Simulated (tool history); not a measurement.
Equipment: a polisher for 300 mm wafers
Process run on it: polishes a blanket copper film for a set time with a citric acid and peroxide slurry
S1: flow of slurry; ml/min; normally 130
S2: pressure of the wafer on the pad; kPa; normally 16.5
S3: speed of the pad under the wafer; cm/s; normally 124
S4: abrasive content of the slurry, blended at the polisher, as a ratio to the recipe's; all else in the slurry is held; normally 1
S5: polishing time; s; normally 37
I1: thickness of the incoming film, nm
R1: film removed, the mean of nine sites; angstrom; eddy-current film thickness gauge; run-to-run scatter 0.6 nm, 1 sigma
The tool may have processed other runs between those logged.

Run 1, hour 0: usual settings but S4 1.05; I1 1172. Result: R1 829 angstrom.
Run 2, hour 31.9: usual settings but S4 1.05; I1 1126.5. Result: R1 834 angstrom.
Run 3, hour 84.8: usual settings but S4 1.05; I1 1150.6. Result: R1 828 angstrom.
At hour 96.5: slurry nozzle cleaned.
At hour 102.7: slurry blender recalibrated.
At hour 106.4: worn pad replaced by a new one.
Run 4, hour 281.6: usual settings but S4 0.85; I1 1150.3. Result: R1 815 angstrom.
Run 5, hour 342.7: usual settings but S1 105 ml/min; I1 1150.2. Result: R1 796 angstrom.
Run 6, hour 373.9: usual settings but S1 105 ml/min; I1 1153.3. Result: R1 792 angstrom.
At hour 429.9: worn pad replaced by a new one.
Run 7, hour 430.4: usual settings but S2 15.2 kPa, S3 104 cm/s; I1 1155.1. Result: R1 662 angstrom.
At hour 461.9: slurry nozzle cleaned.
At hour 520.8: slurry blender recalibrated.
At hour 596.8: head pressure recalibrated.
Run 8, hour 599: usual settings; I1 1158.4. Result: R1 747 angstrom.
Run 9, hour 665.8: usual settings; I1 1148.6. Result: R1 733 angstrom.
At hour 723.8: slurry nozzle cleaned, repeated, since the last time left the tool worse.
Run 10, hour 736.6: usual settings; I1 1157.3. Result: R1 862 angstrom.
At hour 755.9: worn pad replaced by a new one.
Run 11, hour 765.7: usual settings; I1 1151.9. Result: R1 859 angstrom.
Run 12, hour 790.6: usual settings; I1 1148.9. Result: R1 858 angstrom.
Run 13, hour 828: usual settings but S4 1.2; I1 1141.5. Result: R1 872 angstrom.
Run 14, hour 876.2: usual settings; I1 1126.9. Result: R1 830 angstrom.
Run 15, hour 924.3: usual settings; I1 1159.9. Result: R1 828 angstrom.
At hour 948.6: slurry blender recalibrated.
Run 16, hour 957.3: usual settings but S3 82 cm/s; I1 1136.3. Result: R1 560 angstrom.
Run 17, hour 1017.7: usual settings but S1 115 ml/min, S4 0.9; I1 1163. Result: R1 802 angstrom.
Run 18, hour 1067.1: usual settings but S1 95 ml/min, S3 140 cm/s; I1 1156.2. Result: R1 865 angstrom.
Run 19, hour 1101.1: usual settings but S3 142 cm/s; I1 1148.1. Result: R1 941 angstrom.
At hour 1109.5: worn pad replaced by a new one.
At hour 1133.4: slurry nozzle cleaned.
Run 20, hour 1142.7: usual settings but S1 105 ml/min, S2 11 kPa; I1 1168.1. Result: R1 651 angstrom.
Run 21, hour 1287.1: usual settings but S1 150 ml/min, S2 13.8 kPa, S4 0.9; I1 1163.6. Result: R1 761 angstrom.
Run 22, hour 1315: usual settings but S2 15.2 kPa, S3 104 cm/s; I1 1155.9. Result: R1 674 angstrom.
Run 23, hour 1371.1: usual settings but S2 20 kPa, S3 104 cm/s; I1 1146.8. Result: R1 799 angstrom.
At hour 1374.6: head pressure recalibrated.
At hour 1391.6: slurry blender recalibrated.
At hour 1424.5: worn pad replaced by a new one.
Run 24, hour 1442.2: usual settings but S1 110 ml/min, S5 28 s; I1 1149. Result: R1 595 angstrom.
At hour 1519.9: slurry nozzle cleaned.
Run 25, hour 1580.3: usual settings but S3 158 cm/s; I1 1146.5. Result: R1 1077 angstrom.
Run 26, hour 1612.2: usual settings; I1 1165.7. Result: R1 846 angstrom.
Run 27, hour 1682.8: usual settings; I1 1150.2. Result: R1 836 angstrom.
Run 28, hour 1730.6: usual settings but S1 165 ml/min, S2 13.1 kPa, S4 1.15; I1 1149.1. Result: R1 775 angstrom.
Run 29, hour 1769.4: usual settings but S2 21.4 kPa, S3 82 cm/s, S5 48 s; I1 1169.4. Result: R1 856 angstrom.

The next listed run, before its measurement:
Run 30, hour 1798.7: usual settings but S1 105 ml/min, S2 11 kPa, S3 146 cm/s, S5 25 s; I1 1168. Result: R1 ?.

Run 30 yielded R1 501 angstrom.
With no hidden state in the tool, this same run would have given R1 527 angstrom.
